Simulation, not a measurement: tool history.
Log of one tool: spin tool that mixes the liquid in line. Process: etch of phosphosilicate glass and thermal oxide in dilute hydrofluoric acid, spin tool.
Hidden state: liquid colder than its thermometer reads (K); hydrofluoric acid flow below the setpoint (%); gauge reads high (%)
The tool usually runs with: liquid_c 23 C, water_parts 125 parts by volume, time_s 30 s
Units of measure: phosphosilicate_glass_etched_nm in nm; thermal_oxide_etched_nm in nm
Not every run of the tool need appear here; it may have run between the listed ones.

| run | hour | liquid_c | water_parts | time_s | wafers since the last listed run | hours since the thermometer was replaced | hours since the hydrofluoric acid flow meter was replaced | hours since the gauge calibration | read-back film thickness of the phosphosilicate glass reference wafer, read on the same gauge (nm) | read-back film thickness of the thermal oxide reference wafer, read on the same gauge (nm) | phosphosilicate_glass_etched_nm | thermal_oxide_etched_nm |
|---|---|---|---|---|---|---|---|---|---|---|---|---|
| 1 | 0 | 23 | 105 | 30 | 0 | 1949.6 | 506.7 | 222.1 | 60.03 | 100.034 | 23.37 | 1.256 |
| 2 | 16.5 | 23 | 105 | 30 | 288 | 1966.1 | 523.2 | 238.6 | 60.02 | 100.032 | 23.57 | 1.252 |
| 3 | 25.3 | 19.5 | 175 | 30 | 153 | 1974.9 | 532 | 247.4 | 60 | 99.989 | 11.48 | 0.583 |
| 4 | 43.5 | 19.5 | 175 | 30 | 317 | 1993.1 | 550.2 | 265.6 | 59.98 | 99.955 | 11.37 | 0.621 |
| 5 | 55.2 | 23 | 125 | 30 | 204 | 2004.8 | 561.9 | 277.3 | 60 | 100.007 | 19.31 | 1.029 |
| 6 | 67.6 | 23 | 125 | 30 | 216 | 2017.2 | 574.3 | 289.7 | 60.02 | 100.039 | 19.47 | 1.059 |
| 7 | 79.2 | 23 | 125 | 30 | 202 | 2028.8 | 585.9 | 301.3 | 60.01 | 100.046 | 19.49 | 1.015 |
|  | 90 | gauge calibrated |
| 8 | 93.8 | 25 | 125 | 30 | 255 | 2043.4 | 600.5 | 3.8 | 59.98 | 99.988 | 20.88 | 1.15 |
| 9 | 113.4 | 25.5 | 125 | 30 | 342 | 2063 | 620.1 | 23.4 | 59.97 | 100.024 | 21.27 | 1.153 |
|  | 116.3 | hydrofluoric acid flow meter replaced |
| 10 | 162.9 | 24.5 | 125 | 40 | 847 | 2112.5 | 46.6 | 72.9 | 60.05 | 99.98 | 27.24 | 1.523 |
| 11 | 175.3 | 23 | 125 | 30 | 216 | 2124.9 | 59 | 85.3 | 59.96 | 100.042 | 19.07 | 1.007 |
|  | 178.7 | thermometer replaced |
| 12 | 181.9 | 23 | 125 | 45 | 97 | 3.2 | 65.6 | 91.9 | 59.99 | 100.033 | 28.85 | 1.514 |
| 13 | 194.8 | 26.5 | 70 | 50 | 225 | 16.1 | 78.5 | 104.8 | 60.01 | 100.013 | 70.01 | 3.87 |
| 14 | 239.4 | 21 | 125 | 40 | 779 | 60.7 | 123.1 | 149.4 | 60.01 | 99.99 | 23.73 | 1.27 |
| 15 | 247.4 | 19.5 | 125 | 30 | 139 | 68.7 | 131.1 | 157.4 | 60.04 | 100.032 | 16.92 | 0.889 |
| 16 | 264.8 | 23 | 125 | 30 | 303 | 86.1 | 148.5 | 174.8 | 59.97 | 99.948 | 19.25 | 0.995 |

Branching from run 16: 4 alternative next runs. What would each branch give?
| A | 265.2 | 23 | 150 | 30 | 6 | 86.5 | 148.9 | 175.2 | ? | ? | ? | ? |
| B | 265.2 | 23 | 125 | 50 | 6 | 86.5 | 148.9 | 175.2 | ? | ? | ? | ? |
| C | 265.2 | 23 | 125 | 20 | 6 | 86.5 | 148.9 | 175.2 | ? | ? | ? | ? |
| D | 265.2 | 23 | 125 | 40 | 6 | 86.5 | 148.9 | 175.2 | ? | ? | ? | ? |

| run | read-back film thickness of the phosphosilicate glass reference wafer, read on the same gauge (nm) | read-back film thickness of the thermal oxide reference wafer, read on the same gauge (nm) | phosphosilicate_glass_etched_nm | thermal_oxide_etched_nm |
|---|---|---|---|---|
| A | 59.99 | 100.015 | 15.54 | 0.872 |
| B | 59.99 | 100.015 | 31.99 | 1.794 |
| C | 59.99 | 100.015 | 12.79 | 0.718 |
| D | 59.99 | 100.015 | 25.59 | 1.435 |
Take away the tool's hidden state, keep each run's random variation, and the runs would have read:
| run | phosphosilicate_glass_etched_nm | thermal_oxide_etched_nm |
|---|---|---|
| A | 15.54 | 0.872 |
| B | 31.99 | 1.794 |
| C | 12.79 | 0.718 |
| D | 25.59 | 1.435 |
